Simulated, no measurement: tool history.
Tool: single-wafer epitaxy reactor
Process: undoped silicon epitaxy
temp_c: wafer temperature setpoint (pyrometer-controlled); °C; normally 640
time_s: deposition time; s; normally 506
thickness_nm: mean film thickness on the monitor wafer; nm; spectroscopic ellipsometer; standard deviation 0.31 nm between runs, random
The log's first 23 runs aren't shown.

run,hour,temp_c,time_s,wafers since the last listed run,hours since the last pyrometer calibration,hours since the gauge calibration,"read-back reference wafer on the same gauge, thickness_nm",thickness_nm
24,1330.4,630,431,106,2464.4,693.5,68.936,41.215
25,1359.2,646,437,74,2493.2,722.3,69.011,62.597
26,1399.9,632,450,105,2533.9,763.0,68.994,44.909
27,1465.3,640,422,169,2599.3,828.4,69.160,51.803
28,1529.1,640,506,165,2663.1,892.2,69.084,62.117
# hour 1594.7: pyrometer calibrated
29,1595.2,628,427,150,0.5,958.3,68.965,41.493
30,1622.4,630,557,70,27.7,985.5,68.901,56.687
31,1661.9,640,570,102,67.2,1025.0,69.198,74.574
32,1687.0,644,506,64,92.3,1050.1,69.087,73.350
# hour 1732.3: gauge calibrated
33,1734.5,631,414,122,139.8,2.2,69.100,42.884
34,1758.5,636,538,62,163.8,26.2,69.111,63.718
35,1807.7,649,546,127,213.0,75.4,69.038,89.784
36,1850.2,649,471,110,255.5,117.9,69.191,77.521
37,1914.9,640,506,167,320.2,182.6,68.998,66.083
38,1954.0,635,506,101,359.3,221.7,69.197,58.184
39,1998.5,632,570,115,403.8,266.2,69.324,61.377

Predict each of these 4 candidate next runs independently; none follows another, all start after run 39:
A,1999.0,640,545,1,404.3,266.7,?,?
B,1999.0,633,419,1,404.3,266.7,?,?
C,1999.0,628,434,1,404.3,266.7,?,?
D,1999.0,649,570,1,404.3,266.7,?,?

run,"read-back reference wafer on the same gauge, thickness_nm",thickness_nm
A,69.095,71.517
B,69.095,45.956
C,69.095,41.796
D,69.095,93.767
Take away the tool's hidden state, keep each run's random variation, and the runs would have read:
run,thickness_nm
A,71.823
B,46.156
C,41.980
D,94.159

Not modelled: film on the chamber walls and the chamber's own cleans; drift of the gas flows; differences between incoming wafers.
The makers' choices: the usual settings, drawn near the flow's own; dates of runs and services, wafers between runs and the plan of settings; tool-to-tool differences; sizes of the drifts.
